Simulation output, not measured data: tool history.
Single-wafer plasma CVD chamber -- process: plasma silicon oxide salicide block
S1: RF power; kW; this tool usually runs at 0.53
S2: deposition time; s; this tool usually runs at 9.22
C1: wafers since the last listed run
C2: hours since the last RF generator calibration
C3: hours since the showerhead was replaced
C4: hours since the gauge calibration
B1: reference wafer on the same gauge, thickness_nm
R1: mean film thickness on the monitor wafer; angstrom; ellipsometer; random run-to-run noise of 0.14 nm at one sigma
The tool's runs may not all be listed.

{"run": 1, "hour": 0.0, "S1": 0.445, "S2": 10.42, "C1": 0, "C2": 1748.8, "C3": 7025.1, "C4": 85.9, "B1": 87.467, "R1": 978.4}
{"run": 2, "hour": 6.8, "S1": 0.445, "S2": 10.42, "C1": 193, "C2": 1755.6, "C3": 7031.9, "C4": 92.7, "B1": 87.44, "R1": 975.51}
{"run": 3, "hour": 19.3, "S1": 0.445, "S2": 10.42, "C1": 355, "C2": 1768.1, "C3": 7044.4, "C4": 105.2, "B1": 87.443, "R1": 979.18}
{"run": 4, "hour": 32.2, "S1": 0.53, "S2": 9.22, "C1": 366, "C2": 1781, "C3": 7057.3, "C4": 118.1, "B1": 87.401, "R1": 903.32}
{"run": 5, "hour": 76.7, "S1": 0.585, "S2": 8.52, "C1": 1264, "C2": 1825.5, "C3": 7101.8, "C4": 162.6, "B1": 87.21, "R1": 851.88}
{"run": 6, "hour": 91.2, "S1": 0.585, "S2": 8.52, "C1": 411, "C2": 1840, "C3": 7116.3, "C4": 177.1, "B1": 87.208, "R1": 852.31}
{"run": 7, "hour": 102.4, "S1": 0.56, "S2": 9.96, "C1": 318, "C2": 1851.2, "C3": 7127.5, "C4": 188.3, "B1": 87.125, "R1": 986.85}
{"run": 8, "hour": 119.1, "S1": 0.53, "S2": 9.22, "C1": 474, "C2": 1867.9, "C3": 7144.2, "C4": 205, "B1": 86.958, "R1": 898}
{"run": 9, "hour": 136.7, "S1": 0.615, "S2": 9.91, "C1": 499, "C2": 1885.5, "C3": 7161.8, "C4": 222.6, "B1": 86.911, "R1": 1001.8}
{"run": 10, "hour": 145.3, "S1": 0.53, "S2": 9.22, "C1": 244, "C2": 1894.1, "C3": 7170.4, "C4": 231.2, "B1": 86.881, "R1": 896.08}
{"hour": 155.8, "done": "RF generator calibrated"}
{"hour": 163.3, "done": "showerhead replaced"}
{"run": 11, "hour": 163.8, "S1": 0.455, "S2": 9.22, "C1": 86, "C2": 8, "C3": 0.5, "C4": 249.7, "B1": 86.801, "R1": 859.87}
{"hour": 164.3, "done": "gauge calibrated"}
{"run": 12, "hour": 173.0, "S1": 0.53, "S2": 9.22, "C1": 261, "C2": 17.2, "C3": 9.7, "C4": 8.7, "B1": 87.479, "R1": 902.39}
{"run": 13, "hour": 184.3, "S1": 0.44, "S2": 8.01, "C1": 320, "C2": 28.5, "C3": 21, "C4": 20, "B1": 87.428, "R1": 748.2}
{"run": 14, "hour": 199.1, "S1": 0.445, "S2": 10.42, "C1": 420, "C2": 43.3, "C3": 35.8, "C4": 34.8, "B1": 87.433, "R1": 975.06}
{"run": 15, "hour": 214.5, "S1": 0.53, "S2": 7.5, "C1": 437, "C2": 58.7, "C3": 51.2, "C4": 50.2, "B1": 87.439, "R1": 732.58}
{"run": 16, "hour": 223.7, "S1": 0.465, "S2": 9.22, "C1": 261, "C2": 67.9, "C3": 60.4, "C4": 59.4, "B1": 87.429, "R1": 872.61}

Consider 3 possible next runs. They are alternatives, not a sequence: every one starts from the tool as it was left by run 16. What does each give?
{"run": "A", "hour": 224.1, "S1": 0.48, "S2": 9.22, "C1": 11, "C2": 68.3, "C3": 60.8, "C4": 59.8, "B1": "?", "R1": "?"}
{"run": "B", "hour": 224.1, "S1": 0.495, "S2": 9.22, "C1": 11, "C2": 68.3, "C3": 60.8, "C4": 59.8, "B1": "?", "R1": "?"}
{"run": "C", "hour": 224.1, "S1": 0.53, "S2": 9.79, "C1": 11, "C2": 68.3, "C3": 60.8, "C4": 59.8, "B1": "?", "R1": "?"}

run=A B1=87.387 R1=880.77
run=B B1=87.387 R1=887.56
run=C B1=87.387 R1=958.77
Without the tool's hidden state the same runs would have given:
run=A R1=881.65
run=B R1=888.44
run=C R1=959.72
